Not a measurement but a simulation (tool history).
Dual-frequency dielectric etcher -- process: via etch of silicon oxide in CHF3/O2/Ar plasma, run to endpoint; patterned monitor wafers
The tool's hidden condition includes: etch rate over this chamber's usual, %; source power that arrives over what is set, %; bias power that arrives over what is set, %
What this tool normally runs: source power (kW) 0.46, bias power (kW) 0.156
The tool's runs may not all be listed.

run	hour	source power (kW)	bias power (kW)	wafers since the last listed run	hours since the last wet clean	hours since the last source power generator calibration	hours since the last bias power generator calibration	hours since the last upper electrode change	incoming incoming film thickness, nm	endpoint time (s)
1	0	0.46	0.156	0	116.4	4386.9	1667.5	3078.2	556.5	338.1
2	64.4	0.46	0.156	240	180.8	4451.3	1731.9	3142.6	552.4	335.3
3	106.1	0.46	0.156	155	222.5	4493	1773.6	3184.3	553.4	335.6
4	295.9	0.46	0.156	708	412.3	4682.8	1963.4	3374.1	552.6	334.8
# hour 509.2: wet clean of the chamber
5	509.7	0.46	0.156	708	0.5	4896.6	2177.2	3587.9	548.7	330.9
# hour 640.5: source power generator calibrated
6	658.4	0.46	0.156	540	149.2	17.9	2325.9	3736.6	549.3	333.9
# hour 702.1: upper electrode replaced
7	705.4	0.46	0.156	85	196.2	64.9	2372.9	3.3	554.8	333.1
8	757.3	0.46	0.156	193	248.1	116.8	2424.8	55.2	549.5	331
9	792.3	0.58	0.134	130	283.1	151.8	2459.8	90.2	559	334.1
10	823.7	0.46	0.156	117	314.5	183.2	2491.2	121.6	553.3	339
11	882.8	0.52	0.18	220	373.6	242.3	2550.3	180.7	550.3	309.1
# hour 976.6: bias power generator calibrated
# hour 1075.9: wet clean of the chamber
12	1076.4	0.46	0.185	618	0.5	435.9	99.8	374.3	548.3	308.6
13	1110.7	0.46	0.131	128	34.8	470.2	134.1	408.6	549	348.5
14	1173.6	0.46	0.177	234	97.7	533.1	197	471.5	551.7	318.3
15	1311.9	0.46	0.17	516	236	671.4	335.3	609.8	556.1	324.6
16	1340.5	0.37	0.14	106	264.6	700	363.9	638.4	553.3	365.7
17	1371.5	0.46	0.156	115	295.6	731	394.9	669.4	548	333.4

Branching from run 17: 4 alternative next runs. What would each branch give?
A	1372	0.34	0.156	1	296.1	731.5	395.4	669.9	558.6	?
B	1372	0.46	0.139	1	296.1	731.5	395.4	669.9	558.6	?
C	1372	0.37	0.166	1	296.1	731.5	395.4	669.9	558.6	?
D	1372	0.53	0.167	1	296.1	731.5	395.4	669.9	558.6	?

run	endpoint time (s)
A	365.7
B	350.8
C	350.2
D	316.5
Without the tool's unlogged condition, the same runs would have read:
run	endpoint time (s)
A	362.2
B	347.4
C	346.8
D	313.4
